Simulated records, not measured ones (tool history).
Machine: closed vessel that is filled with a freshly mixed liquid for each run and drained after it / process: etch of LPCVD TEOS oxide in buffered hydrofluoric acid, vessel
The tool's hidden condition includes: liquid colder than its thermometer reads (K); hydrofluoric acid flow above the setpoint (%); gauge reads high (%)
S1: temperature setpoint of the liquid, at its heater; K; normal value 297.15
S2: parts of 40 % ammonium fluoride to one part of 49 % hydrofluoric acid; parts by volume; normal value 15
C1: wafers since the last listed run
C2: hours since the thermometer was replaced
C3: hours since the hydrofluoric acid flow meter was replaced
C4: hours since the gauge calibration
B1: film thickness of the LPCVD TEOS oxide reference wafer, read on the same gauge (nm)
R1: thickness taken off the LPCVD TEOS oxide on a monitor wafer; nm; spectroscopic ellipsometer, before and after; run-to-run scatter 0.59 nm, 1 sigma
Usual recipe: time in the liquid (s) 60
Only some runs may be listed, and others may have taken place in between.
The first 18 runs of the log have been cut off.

Run 19, day 34.996: usual settings but time in the liquid (s) 85; C1 4868; C2 1512; C3 460.6; C4 1338.4; B1 139.97. Result: R1 215.97 nm.
At day 36.725: hydrofluoric acid flow meter replaced.
Run 20, day 36.817: usual settings but S1 298.65 K, time in the liquid (s) 80; C1 4199; C2 1555.7; C3 2.2; C4 1382.1; B1 140.03. Result: R1 213.72 nm.
At day 38.312: thermometer replaced.
Run 21, day 39.167: usual settings but S1 292.65 K, S2 21 parts by volume, time in the liquid (s) 75; C1 5448; C2 20.5; C3 58.6; C4 1438.5; B1 140.03. Result: R1 105.05 nm.
At day 39.342: gauge calibrated.
Run 22, day 41.233: usual settings but S2 11.5 parts by volume, time in the liquid (s) 85; C1 4878; C2 70.1; C3 108.2; C4 45.4; B1 140. Result: R1 272.07 nm.
Run 23, day 43.083: usual settings but S1 295.65 K, S2 19 parts by volume, time in the liquid (s) 30; C1 4366; C2 114.5; C3 152.6; C4 89.8; B1 140.01. Result: R1 54.08 nm.
Run 24, day 44.183: usual settings but S2 19.5 parts by volume, time in the liquid (s) 45; C1 2596; C2 140.9; C3 179; C4 116.2; B1 139.97. Result: R1 86.59 nm.
Run 25, day 47.108: usual settings but S2 12.5 parts by volume; C1 6904; C2 211.1; C3 249.2; C4 186.4; B1 139.99. Result: R1 178.84 nm.
Run 26, day 48.583: usual settings; C1 3481; C2 246.5; C3 284.6; C4 221.8; B1 139.95. Result: R1 150.41 nm.

Predict the results of run 27:
Run 27, day 50.021: usual settings but S1 299.65 K, S2 13.5 parts by volume, time in the liquid (s) 45; C1 3393; C2 281; C3 319.1; C4 256.3; B1 ?. Result: R1 ?.

{"run 27": {"B1": 140, "R1": 143.29}}
The same run, on a tool lacking any hidden state, would have yielded R1 139.95 nm.

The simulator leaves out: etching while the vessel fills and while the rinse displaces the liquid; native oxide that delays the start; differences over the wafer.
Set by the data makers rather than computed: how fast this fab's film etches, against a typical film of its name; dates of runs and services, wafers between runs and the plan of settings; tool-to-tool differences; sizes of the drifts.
